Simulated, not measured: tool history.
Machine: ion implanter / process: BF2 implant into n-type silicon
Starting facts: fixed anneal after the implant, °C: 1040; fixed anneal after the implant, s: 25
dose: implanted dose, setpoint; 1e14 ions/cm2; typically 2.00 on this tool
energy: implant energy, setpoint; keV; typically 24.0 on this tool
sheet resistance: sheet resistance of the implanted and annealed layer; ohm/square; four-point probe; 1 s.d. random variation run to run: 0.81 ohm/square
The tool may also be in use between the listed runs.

run,hour,dose,energy,"read-back reference wafer on the same gauge, sheet resistance",sheet resistance
1,0.0,2.00,24.0,508.14,543.93
2,14.8,2.45,24.0,508.04,457.18
3,31.3,2.00,27.0,507.81,537.02
4,46.7,2.00,27.0,508.04,537.97
5,53.3,2.00,24.0,508.09,544.69
6,64.2,2.00,24.0,508.19,544.07
7,70.9,2.00,24.0,507.78,545.55
8,86.2,2.00,24.0,508.01,547.41
9,95.6,2.00,24.0,507.71,545.55
10,109.1,2.37,24.0,508.01,473.61
11,121.0,2.37,24.0,508.00,474.27
12,136.8,2.37,24.0,507.85,472.82
13,174.3,2.00,24.0,508.19,550.15
14,183.9,2.00,24.0,508.13,548.86
# hour 191.4: gauge calibrated
15,194.2,2.00,24.0,507.77,549.19
16,211.1,2.00,27.5,507.88,540.59
# hour 223.9: Faraday cup replaced and dose calibrated
17,226.4,2.00,27.5,507.89,531.17
18,239.2,2.00,24.0,508.09,537.83
19,245.8,2.00,24.0,508.13,539.62
20,260.5,2.00,24.0,507.52,538.05
21,270.5,2.00,31.0,508.04,524.39
22,288.0,2.00,24.0,508.13,539.22
23,300.2,2.00,20.0,507.73,549.52
24,313.6,2.46,26.0,507.96,448.96
25,323.0,2.00,24.0,507.91,537.94
26,339.0,1.61,27.5,507.74,637.94
27,348.7,1.62,16.0,508.00,671.65
28,354.9,1.80,24.0,508.26,589.21
29,368.7,2.20,30.5,507.70,484.92
30,384.5,2.00,24.0,508.12,539.43
# hour 393.2: extraction supply calibrated
31,396.3,2.00,24.0,508.12,540.14
32,412.2,2.40,17.0,507.97,478.41
33,428.1,2.00,24.0,508.28,541.11
34,440.2,2.21,32.0,507.90,483.59
35,449.4,1.59,31.0,507.83,636.80
36,496.8,2.20,21.0,507.99,507.13
37,507.4,1.84,24.0,507.83,581.42
38,524.8,2.00,24.0,508.23,541.40

Measured minus without-hidden-state, run by run (identical run-to-run variation in each term; gauge scatter may differ):
Unlogged tool condition in this case: deviation of the true dose from the Faraday cup's reading, %; deviation of the true energy from its setpoint, %; gauge reads high (%).
run,sheet resistance
1,+6.19
2,+5.51
3,+6.77
4,+7.15
5,+7.43
6,+7.69
7,+7.88
8,+8.31
9,+8.54
10,+7.78
11,+8.09
12,+8.47
13,+10.96
14,+11.25
15,+11.59
16,+11.90
17,+1.24
18,+1.27
19,+1.29
20,+1.30
21,+1.28
22,+1.38
23,+1.47
24,+1.25
25,+1.55
26,+1.93
27,+2.16
28,+1.92
29,+1.67
30,+2.01
31,+2.12
32,+2.06
33,+2.47
34,+2.32
35,+3.16
36,+3.22
37,+3.83
38,+3.86
